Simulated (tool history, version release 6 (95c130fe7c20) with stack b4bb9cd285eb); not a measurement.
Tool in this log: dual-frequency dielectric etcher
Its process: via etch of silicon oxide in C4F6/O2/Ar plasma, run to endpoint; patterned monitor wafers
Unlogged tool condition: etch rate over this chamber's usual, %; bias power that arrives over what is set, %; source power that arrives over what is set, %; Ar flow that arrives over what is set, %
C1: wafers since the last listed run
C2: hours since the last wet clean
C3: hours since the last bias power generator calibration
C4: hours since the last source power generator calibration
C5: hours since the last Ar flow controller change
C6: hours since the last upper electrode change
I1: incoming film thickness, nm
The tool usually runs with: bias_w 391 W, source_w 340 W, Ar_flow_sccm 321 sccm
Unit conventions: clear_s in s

run 1 hour=0 | bias_w=391 source_w=280 Ar_flow_sccm=321 | C1=0 C2=295.3 C3=2627.7 C4=2012 C5=3943.2 C6=4793.4 | I1=76.2 | clear_s=22.5
run 2 hour=17.8 | bias_w=391 source_w=280 Ar_flow_sccm=321 | C1=205 C2=313.1 C3=2645.5 C4=2029.8 C5=3961 C6=4811.2 | I1=76.5 | clear_s=22.8
run 3 hour=31.6 | bias_w=391 source_w=340 Ar_flow_sccm=321 | C1=159 C2=326.9 C3=2659.3 C4=2043.6 C5=3974.8 C6=4825 | I1=75.3 | clear_s=21
run 4 hour=45.2 | bias_w=391 source_w=340 Ar_flow_sccm=321 | C1=157 C2=340.5 C3=2672.9 C4=2057.2 C5=3988.4 C6=4838.6 | I1=75.6 | clear_s=21.1
-- hour=73.7 upper electrode replaced
run 5 hour=74.2 | bias_w=391 source_w=340 Ar_flow_sccm=321 | C1=57 C2=369.5 C3=2701.9 C4=2086.2 C5=4017.4 C6=0.5 | I1=76.6 | clear_s=21.5
run 6 hour=74.6 | bias_w=465 source_w=340 Ar_flow_sccm=260 | C1=4 C2=369.9 C3=2702.3 C4=2086.6 C5=4017.8 C6=0.9 | I1=76.6 | clear_s=19.6
-- hour=104.1 source power generator calibrated
run 7 hour=111.3 | bias_w=427 source_w=340 Ar_flow_sccm=321 | C1=378 C2=406.6 C3=2739 C4=7.2 C5=4054.5 C6=37.6 | I1=76.7 | clear_s=20.7
run 8 hour=122.4 | bias_w=303 source_w=390 Ar_flow_sccm=321 | C1=128 C2=417.7 C3=2750.1 C4=18.3 C5=4065.6 C6=48.7 | I1=75.7 | clear_s=22.3
run 9 hour=139.9 | bias_w=482 source_w=270 Ar_flow_sccm=321 | C1=202 C2=435.2 C3=2767.6 C4=35.8 C5=4083.1 C6=66.2 | I1=75.7 | clear_s=21.3
-- hour=153.3 Ar flow controller replaced
-- hour=164.4 wet clean of the chamber
-- hour=164.5 bias power generator calibrated
run 10 hour=164.9 | bias_w=351 source_w=270 Ar_flow_sccm=321 | C1=90 C2=0.5 C3=0.4 C4=60.8 C5=11.6 C6=91.2 | I1=76.4 | clear_s=23.2
run 11 hour=171.5 | bias_w=391 source_w=360 Ar_flow_sccm=321 | C1=76 C2=7.1 C3=7 C4=67.4 C5=18.2 C6=97.8 | I1=75.5 | clear_s=19.7
run 12 hour=189.1 | bias_w=391 source_w=340 Ar_flow_sccm=355 | C1=203 C2=24.7 C3=24.6 C4=85 C5=35.8 C6=115.4 | I1=76.3 | clear_s=20.6
run 13 hour=204.1 | bias_w=391 source_w=340 Ar_flow_sccm=321 | C1=173 C2=39.7 C3=39.6 C4=100 C5=50.8 C6=130.4 | I1=76.6 | clear_s=20.6
run 14 hour=217.2 | bias_w=391 source_w=340 Ar_flow_sccm=321 | C1=151 C2=52.8 C3=52.7 C4=113.1 C5=63.9 C6=143.5 | I1=76.2 | clear_s=20.6

Run 15 is up next; what results do you expect?
run 15 hour=223.7 | bias_w=391 source_w=340 Ar_flow_sccm=321 | C1=75 C2=59.3 C3=59.2 C4=119.6 C5=70.4 C6=150 | I1=75.7 | clear_s=?

clear_s: 20.2 s
Without the tool's hidden state the same run would have given clear_s 20 s.

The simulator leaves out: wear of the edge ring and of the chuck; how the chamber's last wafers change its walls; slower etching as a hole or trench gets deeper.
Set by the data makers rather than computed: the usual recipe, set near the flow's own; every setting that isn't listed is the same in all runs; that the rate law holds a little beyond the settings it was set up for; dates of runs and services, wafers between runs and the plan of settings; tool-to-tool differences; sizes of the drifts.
